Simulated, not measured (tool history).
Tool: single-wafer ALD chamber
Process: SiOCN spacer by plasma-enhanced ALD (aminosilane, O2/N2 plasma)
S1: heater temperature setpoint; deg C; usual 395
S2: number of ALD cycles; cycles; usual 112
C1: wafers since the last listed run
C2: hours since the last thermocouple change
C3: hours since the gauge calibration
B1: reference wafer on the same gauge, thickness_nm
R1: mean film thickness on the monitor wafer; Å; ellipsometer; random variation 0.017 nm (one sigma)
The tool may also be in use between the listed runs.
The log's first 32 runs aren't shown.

{"run": 33, "hour": 429.8, "S1": 385, "S2": 134, "C1": 70, "C2": 115.7, "C3": 117.0, "B1": 5.538, "R1": 81.84}
{"run": 34, "hour": 445.0, "S1": 389, "S2": 126, "C1": 38, "C2": 130.9, "C3": 132.2, "B1": 5.537, "R1": 77.13}
{"run": 35, "hour": 457.1, "S1": 395, "S2": 103, "C1": 30, "C2": 143.0, "C3": 144.3, "B1": 5.534, "R1": 62.78}
{"run": 36, "hour": 472.0, "S1": 395, "S2": 96, "C1": 37, "C2": 157.9, "C3": 159.2, "B1": 5.528, "R1": 58.33}
{"run": 37, "hour": 487.3, "S1": 385, "S2": 133, "C1": 38, "C2": 173.2, "C3": 174.5, "B1": 5.528, "R1": 80.91}
{"run": 38, "hour": 500.5, "S1": 399, "S2": 101, "C1": 33, "C2": 186.4, "C3": 187.7, "B1": 5.525, "R1": 61.57}
{"run": 39, "hour": 517.9, "S1": 390, "S2": 102, "C1": 44, "C2": 203.8, "C3": 205.1, "B1": 5.522, "R1": 62.16}
{"run": 40, "hour": 528.2, "S1": 395, "S2": 112, "C1": 26, "C2": 214.1, "C3": 215.4, "B1": 5.523, "R1": 67.95}
{"run": 41, "hour": 576.2, "S1": 383, "S2": 112, "C1": 121, "C2": 262.1, "C3": 263.4, "B1": 5.518, "R1": 68.04}

5 ways to go on from here, each from the tool as it stands after run 41. What would each give?
{"run": "A", "hour": 576.8, "S1": 395, "S2": 112, "C1": 1, "C2": 262.7, "C3": 264.0, "B1": "?", "R1": "?"}
{"run": "B", "hour": 576.8, "S1": 395, "S2": 94, "C1": 1, "C2": 262.7, "C3": 264.0, "B1": "?", "R1": "?"}
{"run": "C", "hour": 576.8, "S1": 409, "S2": 128, "C1": 1, "C2": 262.7, "C3": 264.0, "B1": "?", "R1": "?"}
{"run": "D", "hour": 576.8, "S1": 391, "S2": 112, "C1": 1, "C2": 262.7, "C3": 264.0, "B1": "?", "R1": "?"}
{"run": "E", "hour": 576.8, "S1": 383, "S2": 127, "C1": 1, "C2": 262.7, "C3": 264.0, "B1": "?", "R1": "?"}

run=A B1=5.520 R1=68.23
run=B B1=5.520 R1=57.26
run=C B1=5.520 R1=75.49
run=D B1=5.520 R1=68.23
run=E B1=5.520 R1=77.37
Without the tool's hidden state the same runs would have given:
run=A R1=68.74
run=B R1=57.69
run=C R1=76.06
run=D R1=68.74
run=E R1=77.94
